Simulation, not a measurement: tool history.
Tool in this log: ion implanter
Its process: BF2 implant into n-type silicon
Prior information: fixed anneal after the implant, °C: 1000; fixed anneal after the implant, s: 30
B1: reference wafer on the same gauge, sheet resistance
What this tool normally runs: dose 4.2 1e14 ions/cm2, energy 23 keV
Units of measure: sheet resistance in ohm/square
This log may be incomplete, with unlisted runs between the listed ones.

run 1 hour=0 | dose=4.2 energy=21 | B1=289.03 | sheet_resistance=286.61
-- hour=7.1 gauge calibrated
run 2 hour=67.6 | dose=4.2 energy=29 | B1=289.02 | sheet_resistance=275.89
run 3 hour=96.5 | dose=4.2 energy=29 | B1=288.95 | sheet_resistance=275.7
run 4 hour=151.9 | dose=3.67 energy=23 | B1=288.89 | sheet_resistance=315.96
run 5 hour=185.5 | dose=3.67 energy=23 | B1=289.02 | sheet_resistance=316.88
run 6 hour=254.5 | dose=4.2 energy=23 | B1=288.97 | sheet_resistance=283.58
run 7 hour=293.9 | dose=4.2 energy=23 | B1=289.13 | sheet_resistance=284.53
run 8 hour=335.6 | dose=4.64 energy=28 | B1=289.21 | sheet_resistance=256.97
run 9 hour=400 | dose=4.64 energy=28 | B1=288.9 | sheet_resistance=255.28
run 10 hour=455.2 | dose=4.64 energy=28 | B1=289.12 | sheet_resistance=256.53
-- hour=483.3 Faraday cup replaced and dose calibrated
run 11 hour=508.3 | dose=4.2 energy=23 | B1=289.12 | sheet_resistance=271.53
run 12 hour=556.4 | dose=4.2 energy=23 | B1=289.14 | sheet_resistance=273.6
-- hour=565.6 extraction supply calibrated
run 13 hour=627.8 | dose=4.2 energy=23 | B1=288.79 | sheet_resistance=273.07
run 14 hour=683.9 | dose=4.2 energy=23 | B1=289.17 | sheet_resistance=274.08
run 15 hour=717.1 | dose=4.2 energy=23 | B1=289.01 | sheet_resistance=276.32
run 16 hour=764.7 | dose=5.04 energy=20.5 | B1=288.9 | sheet_resistance=246.02
run 17 hour=792.3 | dose=4.68 energy=23 | B1=289.09 | sheet_resistance=254.29
run 18 hour=859.1 | dose=4.71 energy=25 | B1=289.06 | sheet_resistance=249.42
-- hour=894.7 gauge calibrated
run 19 hour=899.3 | dose=4.2 energy=23 | B1=289.04 | sheet_resistance=277.69
run 20 hour=965.1 | dose=3.51 energy=26 | B1=289.18 | sheet_resistance=316.31
run 21 hour=1000.9 | dose=3.67 energy=23 | B1=289.15 | sheet_resistance=309.77
run 22 hour=1042.7 | dose=5.25 energy=29.5 | B1=288.99 | sheet_resistance=226.5
run 23 hour=1105.6 | dose=4.2 energy=29.5 | B1=288.98 | sheet_resistance=271.81
run 24 hour=1144.4 | dose=3.04 energy=30.5 | B1=288.94 | sheet_resistance=356.48
run 25 hour=1211.2 | dose=4.2 energy=20.5 | B1=288.96 | sheet_resistance=284.12
run 26 hour=1235.7 | dose=3.09 energy=15.5 | B1=288.9 | sheet_resistance=376.26
run 27 hour=1303.1 | dose=3.68 energy=30.5 | B1=288.89 | sheet_resistance=302.19

Predict each of these 4 candidate next runs independently; none follows another, all start after run 27:
run A hour=1303.5 | dose=4.2 energy=23 | B1=? | sheet_resistance=?
run B hour=1303.5 | dose=3.36 energy=27 | B1=? | sheet_resistance=?
run C hour=1303.5 | dose=3.7 energy=31 | B1=? | sheet_resistance=?
run D hour=1303.5 | dose=4.2 energy=26 | B1=? | sheet_resistance=?

run=A B1=289.02 sheet_resistance=279.96
run=B B1=289.02 sheet_resistance=330.67
run=C B1=289.02 sheet_resistance=301
run=D B1=289.02 sheet_resistance=275.56
With the hidden condition removed and each run's random variation left untouched, the same runs would have given:
run=A sheet_resistance=271.33
run=B sheet_resistance=319.63
run=C sheet_resistance=290.81
run=D sheet_resistance=266.76
